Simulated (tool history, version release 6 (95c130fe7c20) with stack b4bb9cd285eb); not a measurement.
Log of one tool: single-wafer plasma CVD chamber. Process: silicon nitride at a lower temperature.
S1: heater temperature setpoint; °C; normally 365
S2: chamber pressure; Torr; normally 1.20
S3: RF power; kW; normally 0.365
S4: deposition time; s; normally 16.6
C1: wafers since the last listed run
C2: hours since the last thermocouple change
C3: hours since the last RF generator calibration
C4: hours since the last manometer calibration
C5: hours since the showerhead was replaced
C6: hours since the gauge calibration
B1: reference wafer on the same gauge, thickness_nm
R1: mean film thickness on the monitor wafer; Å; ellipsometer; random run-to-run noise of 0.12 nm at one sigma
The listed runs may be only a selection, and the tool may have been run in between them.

run,hour,S1,S2,S3,S4,C1,C2,C3,C4,C5,C6,B1,R1
1,0.0,365,1.20,0.365,16.6,0,2413.7,528.8,784.8,2950.7,995.4,18.500,198.09
2,66.0,369,1.20,0.390,16.6,2884,2479.7,594.8,850.8,3016.7,1061.4,18.506,205.62
3,141.2,360,1.03,0.365,16.6,3286,2554.9,670.0,926.0,3091.9,1136.6,18.487,190.80
4,185.7,360,1.03,0.365,16.6,1945,2599.4,714.5,970.5,3136.4,1181.1,18.499,191.13
5,240.4,360,1.03,0.365,16.6,2390,2654.1,769.2,1025.2,3191.1,1235.8,18.505,188.43
6,334.4,361,1.20,0.365,16.6,4108,2748.1,863.2,1119.2,3285.1,1329.8,18.475,197.98
# hour 365.2: showerhead replaced
7,425.6,361,1.20,0.365,16.6,3636,2839.3,954.4,1210.4,60.4,1421.0,18.509,197.03
8,471.1,365,1.20,0.365,16.6,1988,2884.8,999.9,1255.9,105.9,1466.5,18.509,197.24
9,566.7,365,1.20,0.365,16.6,4178,2980.4,1095.5,1351.5,201.5,1562.1,18.505,196.27
10,660.4,365,1.20,0.365,16.6,4095,3074.1,1189.2,1445.2,295.2,1655.8,18.501,197.47
11,767.4,365,1.20,0.365,18.2,4676,3181.1,1296.2,1552.2,402.2,1762.8,18.482,214.26
12,804.7,365,1.20,0.365,16.6,1630,3218.4,1333.5,1589.5,439.5,1800.1,18.489,195.60
13,886.8,365,1.20,0.365,16.6,3588,3300.5,1415.6,1671.6,521.6,1882.2,18.488,196.40
# hour 910.0: thermocouple changed; heater temperature recalibrated
14,957.0,365,1.20,0.365,16.6,2718,47.0,1485.8,1741.8,591.8,1952.4,18.515,196.22
15,997.2,350,1.20,0.365,16.6,1757,87.2,1526.0,1782.0,632.0,1992.6,18.508,194.11
# hour 1048.0: gauge calibrated
16,1063.0,355,1.20,0.365,14.0,2876,153.0,1591.8,1847.8,697.8,15.0,18.507,165.51
17,1111.0,365,1.33,0.435,17.7,2098,201.0,1639.8,1895.8,745.8,63.0,18.505,239.65
# hour 1164.5: RF generator calibrated
18,1185.2,365,1.20,0.365,16.6,2893,275.2,20.7,1970.0,820.0,137.2,18.497,205.32
19,1235.6,365,1.20,0.365,16.6,2202,325.6,71.1,2020.4,870.4,187.6,18.501,202.57
# hour 1248.5: capacitance manometer re-zeroed and calibrated
20,1277.6,365,1.20,0.295,16.6,1486,367.6,113.1,29.1,912.4,229.6,18.519,173.90
21,1340.9,365,1.20,0.320,18.0,2766,430.9,176.4,92.4,975.7,292.9,18.516,198.10

Run 22, settings as shown, results not yet in. Your forecast:
22,1411.6,365,1.20,0.340,16.6,3090,501.6,247.1,163.1,1046.4,363.6,?,?

Run 22 produced B1 18.516, R1 191.73 Å.
Were there no unlogged condition in the tool, this run, its random variation unchanged, would have produced R1 196.39 Å.

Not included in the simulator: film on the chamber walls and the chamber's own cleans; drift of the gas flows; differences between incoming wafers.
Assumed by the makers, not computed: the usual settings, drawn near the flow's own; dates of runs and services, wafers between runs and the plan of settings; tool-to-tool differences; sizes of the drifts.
